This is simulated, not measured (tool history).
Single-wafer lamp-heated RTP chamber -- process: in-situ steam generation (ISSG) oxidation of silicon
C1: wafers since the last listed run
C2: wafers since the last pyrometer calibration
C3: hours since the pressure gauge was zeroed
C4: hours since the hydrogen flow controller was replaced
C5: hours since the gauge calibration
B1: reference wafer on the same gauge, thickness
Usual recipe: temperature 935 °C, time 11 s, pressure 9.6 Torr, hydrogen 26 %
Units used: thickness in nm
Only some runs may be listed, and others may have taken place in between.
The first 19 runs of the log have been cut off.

At hour 288.9: pyrometer window cleaned and pyrometer calibrated, repeated, since the last time left the tool worse.
Run 20, hour 296.4: usual settings but temperature 918 °C, time 8 s, pressure 8.5 Torr, hydrogen 32 %; C1 97; C2 74; C3 91.4; C4 174.5; C5 90.9; B1 3.987. Result: thickness 3.364 nm.
Run 21, hour 308: usual settings but time 7 s, pressure 10.2 Torr, hydrogen 23 %; C1 114; C2 189; C3 103; C4 186.1; C5 102.5; B1 3.992. Result: thickness 2.927 nm.
Run 22, hour 321: usual settings; C1 128; C2 318; C3 116; C4 199.1; C5 115.5; B1 3.993. Result: thickness 3.559 nm.
Run 23, hour 334.4: usual settings but pressure 10.2 Torr, hydrogen 32 %; C1 132; C2 451; C3 129.4; C4 212.5; C5 128.9; B1 3.991. Result: thickness 3.693 nm.
Run 24, hour 351.3: usual settings but time 7 s, hydrogen 17 %; C1 167; C2 618; C3 146.3; C4 229.4; C5 145.8; B1 3.999. Result: thickness 2.769 nm.
Run 25, hour 368.9: usual settings but temperature 952 °C, pressure 9 Torr; C1 174; C2 792; C3 163.9; C4 247; C5 163.4; B1 3.986. Result: thickness 3.768 nm.
Run 26, hour 385.9: usual settings but time 7 s; C1 168; C2 961; C3 180.9; C4 264; C5 180.4; B1 3.988. Result: thickness 3.053 nm.
Run 27, hour 392.3: usual settings; C1 63; C2 1024; C3 187.3; C4 270.4; C5 186.8; B1 3.995. Result: thickness 3.563 nm.
Run 28, hour 398.4: usual settings but time 7 s, hydrogen 22 %; C1 60; C2 1084; C3 193.4; C4 276.5; C5 192.9; B1 3.992. Result: thickness 2.964 nm.
Run 29, hour 412: usual settings; C1 134; C2 1219; C3 207; C4 290.1; C5 206.5; B1 3.991. Result: thickness 3.548 nm.
Run 30, hour 422.2: usual settings; C1 101; C2 1320; C3 217.2; C4 300.3; C5 216.7; B1 3.989. Result: thickness 3.601 nm.

Predict each of these 5 candidate next runs independently; none follows another, all start after run 30:
Run A, hour 422.6: usual settings but temperature 950 °C; C1 3; C2 1324; C3 217.6; C4 300.7; C5 217.1; B1 ?. Result: thickness ?.
Run B, hour 422.6: usual settings but temperature 953 °C, pressure 10.2 Torr; C1 3; C2 1324; C3 217.6; C4 300.7; C5 217.1; B1 ?. Result: thickness ?.
Run C, hour 422.6: usual settings but temperature 951 °C, time 13 s, pressure 8.4 Torr, hydrogen 17 %; C1 3; C2 1324; C3 217.6; C4 300.7; C5 217.1; B1 ?. Result: thickness ?.
Run D, hour 422.6: usual settings but temperature 940 °C, time 9 s, pressure 10.2 Torr, hydrogen 32 %; C1 3; C2 1324; C3 217.6; C4 300.7; C5 217.1; B1 ?. Result: thickness ?.
Run E, hour 422.6: usual settings but time 8 s, pressure 9 Torr; C1 3; C2 1324; C3 217.6; C4 300.7; C5 217.1; B1 ?. Result: thickness ?.

run    B1  thickness
  A  3.99      3.706
  B  3.99      3.681
  C  3.99      3.628
  D  3.99      3.501
  E  3.99      3.248
The same runs, with their run-to-run variation unchanged, on a tool lacking any hidden condition would have given:
run  thickness
  A      3.665
  B       3.64
  C      3.585
  D      3.468
  E       3.22
